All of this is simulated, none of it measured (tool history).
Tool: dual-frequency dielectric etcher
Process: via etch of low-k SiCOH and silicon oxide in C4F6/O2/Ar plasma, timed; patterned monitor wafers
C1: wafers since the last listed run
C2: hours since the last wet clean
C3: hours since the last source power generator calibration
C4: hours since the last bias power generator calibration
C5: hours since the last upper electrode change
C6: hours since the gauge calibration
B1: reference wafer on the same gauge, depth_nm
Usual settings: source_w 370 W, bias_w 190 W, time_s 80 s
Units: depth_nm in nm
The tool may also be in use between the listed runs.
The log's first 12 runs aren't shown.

Run 13, hour 241: usual settings but source_w 310 W, bias_w 219 W; C1 252; C2 487.3; C3 2827.2; C4 92.7; C5 241.5; C6 237.4; B1 177.1. Result: depth_nm 201.7 nm.
Run 14, hour 267.8: usual settings but source_w 280 W, bias_w 208 W, time_s 92 s; C1 287; C2 514.1; C3 2854; C4 119.5; C5 268.3; C6 264.2; B1 176.8. Result: depth_nm 215.8 nm.
At hour 284.4: source power generator calibrated.
Run 15, hour 286.7: usual settings but bias_w 172 W; C1 159; C2 533; C3 2.3; C4 138.4; C5 287.2; C6 283.1; B1 177. Result: depth_nm 205.2 nm.
At hour 318.6: wet clean of the chamber.
Run 16, hour 322.6: usual settings but source_w 340 W, bias_w 142 W, time_s 97.5 s; C1 127; C2 4; C3 38.2; C4 174.3; C5 323.1; C6 319; B1 177. Result: depth_nm 229.2 nm.
Run 17, hour 343.2: usual settings but source_w 310 W, time_s 94 s; C1 221; C2 24.6; C3 58.8; C4 194.9; C5 343.7; C6 339.6; B1 177.1. Result: depth_nm 234.2 nm.
Run 18, hour 356.5: usual settings but time_s 64.5 s; C1 142; C2 37.9; C3 72.1; C4 208.2; C5 357; C6 352.9; B1 176.9. Result: depth_nm 174.6 nm.
Run 19, hour 383.6: usual settings but source_w 350 W, time_s 61 s; C1 290; C2 65; C3 99.2; C4 235.3; C5 384.1; C6 380; B1 177.1. Result: depth_nm 160.5 nm.
Run 20, hour 412.1: usual settings but source_w 400 W; C1 305; C2 93.5; C3 127.7; C4 263.8; C5 412.6; C6 408.5; B1 177. Result: depth_nm 223.6 nm.
Run 21, hour 442.6: usual settings but source_w 280 W, bias_w 204 W, time_s 94 s; C1 327; C2 124; C3 158.2; C4 294.3; C5 443.1; C6 439; B1 176.9. Result: depth_nm 226.5 nm.
Run 22, hour 463.9: usual settings but bias_w 230 W, time_s 57.5 s; C1 228; C2 145.3; C3 179.5; C4 315.6; C5 464.4; C6 460.3; B1 177.2. Result: depth_nm 165.8 nm.
Run 23, hour 476.4: usual settings but source_w 450 W, bias_w 220 W, time_s 102 s; C1 134; C2 157.8; C3 192; C4 328.1; C5 476.9; C6 472.8; B1 177. Result: depth_nm 316.8 nm.
Run 24, hour 497.9: usual settings; C1 230; C2 179.3; C3 213.5; C4 349.6; C5 498.4; C6 494.3; B1 176.9. Result: depth_nm 214.6 nm.
Run 25, hour 528.5: usual settings; C1 328; C2 209.9; C3 244.1; C4 380.2; C5 529; C6 524.9; B1 177. Result: depth_nm 214.3 nm.
Run 26, hour 556.8: usual settings but source_w 440 W, bias_w 220 W; C1 303; C2 238.2; C3 272.4; C4 408.5; C5 557.3; C6 553.2; B1 177. Result: depth_nm 245.5 nm.
Run 27, hour 583: usual settings; C1 281; C2 264.4; C3 298.6; C4 434.7; C5 583.5; C6 579.4; B1 177.1. Result: depth_nm 214.8 nm.
Run 28, hour 617.2: usual settings but time_s 96 s; C1 366; C2 298.6; C3 332.8; C4 468.9; C5 617.7; C6 613.6; B1 177.2. Result: depth_nm 256.9 nm.
Run 29, hour 652.1: usual settings but bias_w 222 W, time_s 91 s; C1 374; C2 333.5; C3 367.7; C4 503.8; C5 652.6; C6 648.5; B1 176.9. Result: depth_nm 257.4 nm.
Run 30, hour 677.6: usual settings but bias_w 151 W, time_s 94 s; C1 273; C2 359; C3 393.2; C4 529.3; C5 678.1; C6 674; B1 177.2. Result: depth_nm 230.9 nm.
Run 31, hour 713.5: usual settings but source_w 310 W, bias_w 172 W, time_s 72.5 s; C1 385; C2 394.9; C3 429.1; C4 565.2; C5 714; C6 709.9; B1 177. Result: depth_nm 171.6 nm.

3 ways to go on from here, each from the tool as it stands after run 31. What would each give?
Run A, hour 713.9: usual settings but bias_w 164 W; C1 4; C2 395.3; C3 429.5; C4 565.6; C5 714.4; C6 710.3; B1 ?. Result: depth_nm ?.
Run B, hour 713.9: usual settings but bias_w 203 W; C1 4; C2 395.3; C3 429.5; C4 565.6; C5 714.4; C6 710.3; B1 ?. Result: depth_nm ?.
Run C, hour 713.9: usual settings but source_w 420 W, bias_w 205 W, time_s 103 s; C1 4; C2 395.3; C3 429.5; C4 565.6; C5 714.4; C6 710.3; B1 ?. Result: depth_nm ?.

run   B1  depth_nm
  A  177     202.1
  B  177     218.1
  C  177       299
Without the tool's hidden state the same runs would have given:
run  depth_nm
  A     206.4
  B     222.7
  C     305.3
